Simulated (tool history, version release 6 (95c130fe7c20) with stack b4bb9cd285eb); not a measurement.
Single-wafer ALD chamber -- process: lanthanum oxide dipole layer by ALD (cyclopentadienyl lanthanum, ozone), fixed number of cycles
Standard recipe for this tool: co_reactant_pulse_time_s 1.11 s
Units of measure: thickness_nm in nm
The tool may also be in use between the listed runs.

run,hour,co_reactant_pulse_time_s,"read-back reference wafer on the same gauge, thickness_nm",thickness_nm
1,0.0,1.20,0.556,0.485
2,8.3,1.20,0.555,0.484
3,17.2,1.20,0.555,0.485
4,33.0,1.11,0.555,0.462
5,50.1,1.11,0.555,0.458
6,61.5,1.11,0.555,0.458
7,70.8,1.35,0.555,0.507
8,84.3,0.96,0.555,0.405
# hour 99.1: ozone generator serviced
9,102.0,1.11,0.555,0.501
# hour 111.8: gauge calibrated
10,113.9,1.11,0.555,0.502
11,126.5,1.11,0.555,0.499
# hour 142.6: showerhead replaced
12,143.9,1.11,0.555,0.500
13,160.0,1.11,0.555,0.501
14,177.0,0.86,0.555,0.420
15,192.8,1.11,0.555,0.504
16,200.1,1.11,0.555,0.502
# hour 208.4: thermocouple changed; heater temperature recalibrated
17,208.9,0.84,0.555,0.410
18,223.5,1.11,0.556,0.500
19,236.8,0.69,0.555,0.307
20,251.8,1.53,0.555,0.548
21,260.1,0.76,0.555,0.361
22,270.4,0.71,0.555,0.324
23,281.8,1.54,0.556,0.547
24,296.5,1.39,0.555,0.536
25,308.2,1.11,0.555,0.501
26,316.3,0.87,0.555,0.423
27,325.7,1.11,0.554,0.500

How would selected steps in thickness_nm from run to run divide? Give the signed amount a tool lacking its hidden state would still show from settings, what came in and random variation, and the signed amount left for the hidden state, including any gauge scatter that is not in both of the compared results.
What the log doesn't record here: wafer temperature above the value expected at the setpoint (K); ozone dose above that of a generator just serviced (%); gauge reads high (%).
Run 7 -> 8: co_reactant_pulse_time_s 1.35 -> 0.96. thickness_nm -0.102 nm: hidden state -0.024, all else -0.078.
Run 8 -> 9: co_reactant_pulse_time_s 0.96 -> 1.11, ozone generator serviced. thickness_nm +0.096 nm: hidden state +0.055, all else +0.041.
Run 19 -> 20: co_reactant_pulse_time_s 0.69 -> 1.53. thickness_nm +0.241 nm: hidden state +0.000, all else +0.241.
Run 22 -> 23: co_reactant_pulse_time_s 0.71 -> 1.54. thickness_nm +0.223 nm: hidden state +0.000, all else +0.223.
